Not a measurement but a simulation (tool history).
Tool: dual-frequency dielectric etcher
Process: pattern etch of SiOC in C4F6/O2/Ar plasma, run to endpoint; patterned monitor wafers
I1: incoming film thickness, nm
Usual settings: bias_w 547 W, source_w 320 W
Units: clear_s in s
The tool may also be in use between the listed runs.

run 1 day=0.000 | bias_w=583 source_w=320 | I1=28.86 | clear_s=10.5
run 2 day=0.383 | bias_w=447 source_w=320 | I1=28.75 | clear_s=11.4
run 3 day=0.742 | bias_w=447 source_w=320 | I1=28.87 | clear_s=11.6
-- day=3.317 upper electrode replaced
run 4 day=3.338 | bias_w=447 source_w=320 | I1=28.64 | clear_s=11.3
-- day=4.400 wet clean of the chamber
run 5 day=4.421 | bias_w=547 source_w=320 | I1=28.60 | clear_s=10.9
run 6 day=4.796 | bias_w=547 source_w=320 | I1=28.83 | clear_s=11.1
run 7 day=5.471 | bias_w=547 source_w=320 | I1=28.85 | clear_s=11.2
run 8 day=6.208 | bias_w=547 source_w=320 | I1=28.87 | clear_s=11.1
run 9 day=6.496 | bias_w=547 source_w=320 | I1=29.31 | clear_s=11.1
run 10 day=7.125 | bias_w=486 source_w=380 | I1=28.66 | clear_s=10.7
-- day=7.438 bias power generator calibrated
run 11 day=7.462 | bias_w=648 source_w=260 | I1=28.56 | clear_s=10.7
run 12 day=7.779 | bias_w=547 source_w=390 | I1=29.16 | clear_s=10.5
run 13 day=9.475 | bias_w=547 source_w=320 | I1=28.69 | clear_s=10.9
run 14 day=10.196 | bias_w=426 source_w=350 | I1=28.66 | clear_s=11.4
run 15 day=10.554 | bias_w=446 source_w=370 | I1=28.86 | clear_s=11.1
run 16 day=10.829 | bias_w=547 source_w=320 | I1=28.87 | clear_s=10.8
run 17 day=11.142 | bias_w=424 source_w=240 | I1=28.76 | clear_s=13.1
run 18 day=11.429 | bias_w=547 source_w=320 | I1=29.03 | clear_s=10.9
-- day=12.758 source power generator calibrated
run 19 day=12.779 | bias_w=596 source_w=250 | I1=29.14 | clear_s=11.6
run 20 day=13.617 | bias_w=630 source_w=350 | I1=29.04 | clear_s=9.8
run 21 day=14.354 | bias_w=596 source_w=250 | I1=28.62 | clear_s=10.9
run 22 day=14.833 | bias_w=422 source_w=320 | I1=28.83 | clear_s=11.8
run 23 day=15.450 | bias_w=673 source_w=390 | I1=28.63 | clear_s=9.1
run 24 day=15.933 | bias_w=547 source_w=240 | I1=29.05 | clear_s=11.7
run 25 day=16.492 | bias_w=619 source_w=320 | I1=28.89 | clear_s=10.2
-- day=17.517 wet clean of the chamber
run 26 day=17.538 | bias_w=512 source_w=280 | I1=28.94 | clear_s=11.9
run 27 day=17.550 | bias_w=424 source_w=240 | I1=28.83 | clear_s=13.7
run 28 day=18.083 | bias_w=547 source_w=320 | I1=29.01 | clear_s=11.2
run 29 day=18.775 | bias_w=594 source_w=370 | I1=28.78 | clear_s=10.3
run 30 day=19.379 | bias_w=547 source_w=320 | I1=28.64 | clear_s=11.0
run 31 day=19.775 | bias_w=547 source_w=320 | I1=29.04 | clear_s=11.2
run 32 day=20.258 | bias_w=475 source_w=280 | I1=28.68 | clear_s=12.2
run 33 day=21.250 | bias_w=547 source_w=320 | I1=28.54 | clear_s=10.8
run 34 day=21.862 | bias_w=420 source_w=320 | I1=28.60 | clear_s=11.9
run 35 day=22.538 | bias_w=547 source_w=320 | I1=28.85 | clear_s=11.1

Some steps in clear_s between neighbouring runs. How much of each would the tool show without its hidden state too (settings, what came in, random variation), and how much is left for the hidden state, with any gauge scatter that isn't in both results?
The hidden state here: etch rate over this chamber's usual, %; bias power that arrives over what is set, %; source power that arrives over what is set, %.
Run 4 -> 5: bias_w 447 -> 547, wet clean of the chamber. clear_s -0.4 s: hidden state +0.5, all else -0.9.
Run 17 -> 18: bias_w 424 -> 547, source_w 240 -> 320. clear_s -2.2 s: hidden state +0.2, all else -2.4.
Run 22 -> 23: bias_w 422 -> 673, source_w 320 -> 390. clear_s -2.7 s: hidden state +0.1, all else -2.8.
Run 23 -> 24: bias_w 673 -> 547, source_w 390 -> 240. clear_s +2.6 s: hidden state -0.2, all else +2.8.
Run 25 -> 26: bias_w 619 -> 512, source_w 320 -> 280, wet clean of the chamber. clear_s +1.7 s: hidden state +0.5, all else +1.2.
Run 27 -> 28: bias_w 424 -> 547, source_w 240 -> 320. clear_s -2.5 s: hidden state -0.1, all else -2.4.

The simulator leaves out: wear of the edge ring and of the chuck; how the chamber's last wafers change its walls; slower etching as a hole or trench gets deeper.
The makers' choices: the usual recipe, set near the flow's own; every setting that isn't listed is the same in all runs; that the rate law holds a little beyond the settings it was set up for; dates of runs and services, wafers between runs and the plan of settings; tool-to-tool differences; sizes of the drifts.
